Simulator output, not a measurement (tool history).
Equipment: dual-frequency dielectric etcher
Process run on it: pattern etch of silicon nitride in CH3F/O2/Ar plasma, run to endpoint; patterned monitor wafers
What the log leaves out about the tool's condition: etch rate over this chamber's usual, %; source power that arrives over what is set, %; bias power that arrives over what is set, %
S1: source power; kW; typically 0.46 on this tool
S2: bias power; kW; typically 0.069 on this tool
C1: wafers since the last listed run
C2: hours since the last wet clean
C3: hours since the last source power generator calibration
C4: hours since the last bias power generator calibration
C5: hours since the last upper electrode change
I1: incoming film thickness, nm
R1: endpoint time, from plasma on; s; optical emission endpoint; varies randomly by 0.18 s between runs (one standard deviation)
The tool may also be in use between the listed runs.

run    hour    S1     S2    C1     C2      C3      C4      C5     I1    R1
  1       0  0.46  0.062     0  602.8  1704.7  2800.6    2367  47.56  60.1
       28.5  -- wet clean of the chamber
  2   104.1  0.46  0.069   680   75.6  1808.8  2904.7  2471.1  47.85  60.3
  3   206.7  0.46  0.069   871  178.2  1911.4  3007.3  2573.7  47.16  58.9
  4   300.3  0.46  0.069   795  271.8    2005  3100.9  2667.3  47.48    59
  5   388.6  0.46  0.069   750  360.1  2093.3  3189.2  2755.6   47.1  58.5
  6   452.1  0.46  0.069   539  423.6  2156.8  3252.7  2819.1  47.24  58.5
  7   512.8  0.46  0.069   515  484.3  2217.5  3313.4  2879.8  46.85  58.1
      549.1  -- wet clean of the chamber
  8   610.2  0.46  0.069   623   61.1  2314.9  3410.8  2977.2   47.2  59.7
  9   686.3  0.46  0.069   646  137.2    2391  3486.9  3053.3  46.99  59.2
 10   733.2  0.46  0.069   398  184.1  2437.9  3533.8  3100.2  47.55    60
 11   827.6  0.46  0.069   802  278.5  2532.3  3628.2  3194.6  47.53  59.6
 12   966.5  0.46  0.069  1180  417.4  2671.2  3767.1  3333.5  46.74  58.1
 13  1062.7  0.46  0.063   817  513.6  2767.4  3863.3  3429.7  46.95  59.7
 14  1101.7  0.46  0.063   331  552.6  2806.4  3902.3  3468.7  47.44  59.8
     1174.2  -- wet clean of the chamber
 15  1198.1  0.46  0.069   615   23.9  2902.8  3998.7  3565.1  47.75  59.9
 16  1268.1  0.46  0.069   594   93.9  2972.8  4068.7  3635.1  47.47  59.7
       1298  -- source power generator calibrated
     1337.4  -- upper electrode replaced
 17  1351.2  0.46  0.069   468    177    53.2  4151.8    13.8  47.59  60.7
     1423.5  -- bias power generator calibrated
 18    1424   0.5  0.056   584  249.8     126     0.5    86.6  47.41  61.2
 19  1491.8  0.56  0.061   576  317.6   193.8    68.3   154.4  47.42    58
 20  1595.7  0.41  0.085   883  421.5   297.7   172.2   258.3  47.36  58.7
 21  1663.7  0.46  0.055   577  489.5   365.7   240.2   326.3  47.51  62.4
 22  1708.1  0.46  0.069   377  533.9   410.1   284.6   370.7  47.45  59.1
     1828.3  -- wet clean of the chamber
 23  1871.6  0.39  0.061  1185   43.3   573.6   448.1   534.2  47.83  65.2
 24  1953.7   0.5  0.063   697  125.4   655.7   530.2   616.3  47.13  58.7
 25    1991  0.46  0.069   317  162.7     693   567.5   653.6  47.15    59
 26  2027.5  0.35  0.085   310  199.2   729.5     604   690.1  46.97  60.6
 27  2127.7  0.39  0.064   851  299.4   829.7   704.2   790.3  47.64  63.7
 28  2211.6  0.46  0.084   713  383.3   913.6   788.1   874.2  47.13  56.1
 29  2252.7  0.46  0.074   349  424.4   954.7   829.2   915.3  47.27  57.9
     2332.3  -- wet clean of the chamber
 30  2332.8  0.39  0.062   476    0.5  1034.8   909.3   995.4  46.82  63.7
 31    2408  0.34  0.064   639   75.7    1110   984.5  1070.6  47.22  66.2
 32  2489.7  0.37  0.054   694  157.4  1191.7  1066.2  1152.3  47.22  67.1
 33  2574.3  0.46  0.069   719    242  1276.3  1150.8  1236.9  46.88  58.4
 34  2634.8  0.49  0.081   514  302.5  1336.8  1211.3  1297.4  47.45  55.6

Predict each of these 3 candidate next runs independently; none follows another, all start after run 34:
  A  2635.2  0.42  0.069   3  302.9  1337.2  1211.7  1297.8  47.2   ?
  B  2635.2  0.58  0.075   3  302.9  1337.2  1211.7  1297.8  47.2   ?
  C  2635.2  0.52  0.056   3  302.9  1337.2  1211.7  1297.8  47.2   ?

run    R1
  A  60.7
  B  53.8
  C  59.5
Stripped of hidden state, with their random variation kept, the same runs would have yielded:
run    R1
  A  62.3
  B  55.2
  C  61.1
